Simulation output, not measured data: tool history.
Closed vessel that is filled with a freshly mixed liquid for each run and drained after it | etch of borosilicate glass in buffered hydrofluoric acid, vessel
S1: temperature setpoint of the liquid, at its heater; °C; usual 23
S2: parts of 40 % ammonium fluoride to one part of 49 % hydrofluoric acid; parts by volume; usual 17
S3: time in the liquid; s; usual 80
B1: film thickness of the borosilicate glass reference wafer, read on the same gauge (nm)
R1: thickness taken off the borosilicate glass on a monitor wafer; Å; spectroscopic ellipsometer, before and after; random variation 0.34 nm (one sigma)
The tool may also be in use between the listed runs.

| run | hour | S1 | S2 | S3 | B1 | R1 |
|---|---|---|---|---|---|---|
| 1 | 0 | 23 | 17 | 80 | 145.63 | 571.6 |
| 2 | 69.5 | 22 | 17 | 80 | 145.78 | 536.6 |
| 3 | 139.5 | 23 | 17 | 40 | 145.91 | 285.4 |
| 4 | 234.5 | 23 | 17 | 40 | 146.06 | 285 |
| 5 | 330.1 | 23 | 17 | 80 | 146.19 | 560.6 |
| 6 | 435.9 | 23 | 17 | 80 | 146.31 | 570.9 |
|  | 522.4 | gauge calibrated |
| 7 | 527.1 | 23 | 18.5 | 80 | 140.24 | 498.5 |
|  | 543 | thermometer replaced |
| 8 | 612.7 | 23 | 18.5 | 80 | 141.31 | 503.1 |
| 9 | 728.5 | 23 | 17 | 80 | 142.44 | 554.3 |
| 10 | 804.4 | 23 | 17 | 80 | 143 | 555.7 |
| 11 | 869.7 | 23 | 17 | 80 | 143.46 | 558.5 |
| 12 | 937.6 | 20 | 17 | 65 | 143.8 | 389.6 |
| 13 | 1015.7 | 19.5 | 23 | 65 | 144.17 | 293.9 |
| 14 | 1093.3 | 23 | 17 | 80 | 144.46 | 564.3 |
|  | 1113.1 | hydrofluoric acid flow meter replaced |
| 15 | 1186.7 | 25.5 | 14 | 125 | 144.76 | 1222.6 |
| 16 | 1285.5 | 21 | 20 | 95 | 144.99 | 513.6 |
| 17 | 1392 | 21.5 | 17 | 100 | 145.21 | 651.5 |
| 18 | 1461.4 | 21.5 | 22.5 | 105 | 145.32 | 540.8 |
| 19 | 1542.4 | 23 | 17 | 80 | 145.4 | 569.9 |
| 20 | 1636.4 | 23 | 10.5 | 60 | 145.52 | 680.6 |
| 21 | 1738 | 19 | 17 | 100 | 145.59 | 572 |

Forecast each of these 5 alternatives for the next run:
| A | 1738.7 | 23 | 17 | 80 | ? | ? |
| B | 1738.7 | 24.5 | 19 | 60 | ? | ? |
| C | 1738.7 | 26.5 | 21.5 | 40 | ? | ? |
| D | 1738.7 | 25 | 21.5 | 80 | ? | ? |
| E | 1738.7 | 27 | 23 | 115 | ? | ? |

| run | B1 | R1 |
|---|---|---|
| A | 145.59 | 571.3 |
| B | 145.59 | 416 |
| C | 145.59 | 279 |
| D | 145.59 | 515.1 |
| E | 145.59 | 786.2 |
Without the tool's hidden state the same runs would have given:
| run | R1 |
|---|---|
| A | 549.4 |
| B | 400 |
| C | 268.3 |
| D | 495.3 |
| E | 756 |
